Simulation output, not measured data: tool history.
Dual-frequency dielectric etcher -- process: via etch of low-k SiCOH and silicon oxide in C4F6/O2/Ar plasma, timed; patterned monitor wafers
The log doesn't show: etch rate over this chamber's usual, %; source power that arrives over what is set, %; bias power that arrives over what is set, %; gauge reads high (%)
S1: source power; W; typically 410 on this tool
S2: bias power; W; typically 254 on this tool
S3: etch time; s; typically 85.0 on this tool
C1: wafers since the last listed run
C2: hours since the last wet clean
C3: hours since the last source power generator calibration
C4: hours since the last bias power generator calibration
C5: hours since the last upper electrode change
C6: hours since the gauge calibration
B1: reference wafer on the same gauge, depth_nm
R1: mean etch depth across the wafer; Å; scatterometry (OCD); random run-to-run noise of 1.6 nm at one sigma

run 1 hour=0.0 | S1=450 S2=254 S3=85.0 | C1=0 C2=230.2 C3=2178.5 C4=3151.7 C5=2076.4 C6=159.7 | B1=260.1 | R1=2728
run 2 hour=6.2 | S1=450 S2=254 S3=85.0 | C1=38 C2=236.4 C3=2184.7 C4=3157.9 C5=2082.6 C6=165.9 | B1=260.0 | R1=2731
run 3 hour=18.3 | S1=410 S2=254 S3=85.0 | C1=75 C2=248.5 C3=2196.8 C4=3170.0 C5=2094.7 C6=178.0 | B1=260.2 | R1=2627
run 4 hour=29.6 | S1=410 S2=254 S3=85.0 | C1=70 C2=259.8 C3=2208.1 C4=3181.3 C5=2106.0 C6=189.3 | B1=259.3 | R1=2601
run 5 hour=49.0 | S1=410 S2=254 S3=85.0 | C1=120 C2=279.2 C3=2227.5 C4=3200.7 C5=2125.4 C6=208.7 | B1=260.4 | R1=2629
run 6 hour=60.7 | S1=410 S2=254 S3=85.0 | C1=72 C2=290.9 C3=2239.2 C4=3212.4 C5=2137.1 C6=220.4 | B1=259.9 | R1=2629
run 7 hour=67.2 | S1=410 S2=254 S3=85.0 | C1=40 C2=297.4 C3=2245.7 C4=3218.9 C5=2143.6 C6=226.9 | B1=259.5 | R1=2600
-- hour=81.5 bias power generator calibrated
run 8 hour=89.8 | S1=500 S2=284 S3=63.0 | C1=115 C2=320.0 C3=2268.3 C4=8.3 C5=2166.2 C6=249.5 | B1=260.3 | R1=2160
run 9 hour=97.5 | S1=360 S2=254 S3=103.0 | C1=47 C2=327.7 C3=2276.0 C4=16.0 C5=2173.9 C6=257.2 | B1=259.5 | R1=2948
run 10 hour=114.0 | S1=360 S2=254 S3=85.0 | C1=102 C2=344.2 C3=2292.5 C4=32.5 C5=2190.4 C6=273.7 | B1=260.3 | R1=2443
run 11 hour=124.3 | S1=310 S2=232 S3=68.0 | C1=64 C2=354.5 C3=2302.8 C4=42.8 C5=2200.7 C6=284.0 | B1=259.8 | R1=1785
run 12 hour=135.0 | S1=410 S2=194 S3=106.5 | C1=66 C2=365.2 C3=2313.5 C4=53.5 C5=2211.4 C6=294.7 | B1=260.0 | R1=3006
-- hour=165.0 upper electrode replaced
-- hour=167.5 source power generator calibrated
-- hour=172.8 wet clean of the chamber
run 13 hour=173.3 | S1=360 S2=229 S3=105.0 | C1=40 C2=0.5 C3=5.8 C4=91.8 C5=8.3 C6=333.0 | B1=259.7 | R1=3103
run 14 hour=173.6 | S1=440 S2=277 S3=85.0 | C1=1 C2=0.8 C3=6.1 C4=92.1 C5=8.6 C6=333.3 | B1=260.1 | R1=2884
run 15 hour=174.0 | S1=410 S2=254 S3=97.0 | C1=2 C2=1.2 C3=6.5 C4=92.5 C5=9.0 C6=333.7 | B1=260.3 | R1=3092
run 16 hour=179.4 | S1=500 S2=288 S3=62.5 | C1=33 C2=6.6 C3=11.9 C4=97.9 C5=14.4 C6=339.1 | B1=259.7 | R1=2232
run 17 hour=188.2 | S1=410 S2=304 S3=85.0 | C1=54 C2=15.4 C3=20.7 C4=106.7 C5=23.2 C6=347.9 | B1=259.7 | R1=2862
-- hour=190.7 gauge calibrated
run 18 hour=196.9 | S1=370 S2=313 S3=108.0 | C1=54 C2=24.1 C3=29.4 C4=115.4 C5=31.9 C6=6.2 | B1=260.3 | R1=3529
run 19 hour=210.6 | S1=410 S2=254 S3=85.0 | C1=85 C2=37.8 C3=43.1 C4=129.1 C5=45.6 C6=19.9 | B1=260.0 | R1=2699
run 20 hour=225.1 | S1=500 S2=288 S3=62.5 | C1=90 C2=52.3 C3=57.6 C4=143.6 C5=60.1 C6=34.4 | B1=260.0 | R1=2192
run 21 hour=231.5 | S1=410 S2=279 S3=67.0 | C1=39 C2=58.7 C3=64.0 C4=150.0 C5=66.5 C6=40.8 | B1=260.3 | R1=2185
run 22 hour=253.1 | S1=410 S2=254 S3=85.0 | C1=134 C2=80.3 C3=85.6 C4=171.6 C5=88.1 C6=62.4 | B1=260.2 | R1=2684
run 23 hour=269.2 | S1=410 S2=254 S3=85.0 | C1=100 C2=96.4 C3=101.7 C4=187.7 C5=104.2 C6=78.5 | B1=259.3 | R1=2665
run 24 hour=278.6 | S1=310 S2=316 S3=65.5 | C1=58 C2=105.8 C3=111.1 C4=197.1 C5=113.6 C6=87.9 | B1=260.8 | R1=1964
run 25 hour=285.4 | S1=460 S2=254 S3=85.0 | C1=42 C2=112.6 C3=117.9 C4=203.9 C5=120.4 C6=94.7 | B1=260.1 | R1=2779
run 26 hour=297.2 | S1=410 S2=254 S3=85.0 | C1=73 C2=124.4 C3=129.7 C4=215.7 C5=132.2 C6=106.5 | B1=260.4 | R1=2652
run 27 hour=313.2 | S1=410 S2=254 S3=91.5 | C1=99 C2=140.4 C3=145.7 C4=231.7 C5=148.2 C6=122.5 | B1=260.0 | R1=2814
run 28 hour=319.6 | S1=350 S2=308 S3=85.0 | C1=39 C2=146.8 C3=152.1 C4=238.1 C5=154.6 C6=128.9 | B1=260.0 | R1=2662
run 29 hour=329.5 | S1=410 S2=254 S3=85.0 | C1=61 C2=156.7 C3=162.0 C4=248.0 C5=164.5 C6=138.8 | B1=259.9 | R1=2644
run 30 hour=374.1 | S1=410 S2=315 S3=85.0 | C1=277 C2=201.3 C3=206.6 C4=292.6 C5=209.1 C6=183.4 | B1=260.1 | R1=2807

4 options for the next run, each taken on its own from the tool as it stands now. Forecast them:
run A hour=374.5 | S1=410 S2=254 S3=77.0 | C1=2 C2=201.7 C3=207.0 C4=293.0 C5=209.5 C6=183.8 | B1=? | R1=?
run B hour=374.5 | S1=360 S2=285 S3=76.5 | C1=2 C2=201.7 C3=207.0 C4=293.0 C5=209.5 C6=183.8 | B1=? | R1=?
run C hour=374.5 | S1=410 S2=294 S3=85.0 | C1=2 C2=201.7 C3=207.0 C4=293.0 C5=209.5 C6=183.8 | B1=? | R1=?
run D hour=374.5 | S1=500 S2=201 S3=94.0 | C1=2 C2=201.7 C3=207.0 C4=293.0 C5=209.5 C6=183.8 | B1=? | R1=?

run=A B1=260.1 R1=2364
run=B B1=260.1 R1=2315
run=C B1=260.1 R1=2730
run=D B1=260.1 R1=2914
Stripped of hidden state, with their random variation kept, the same runs would have yielded:
run=A R1=2436
run=B R1=2385
run=C R1=2812
run=D R1=3002
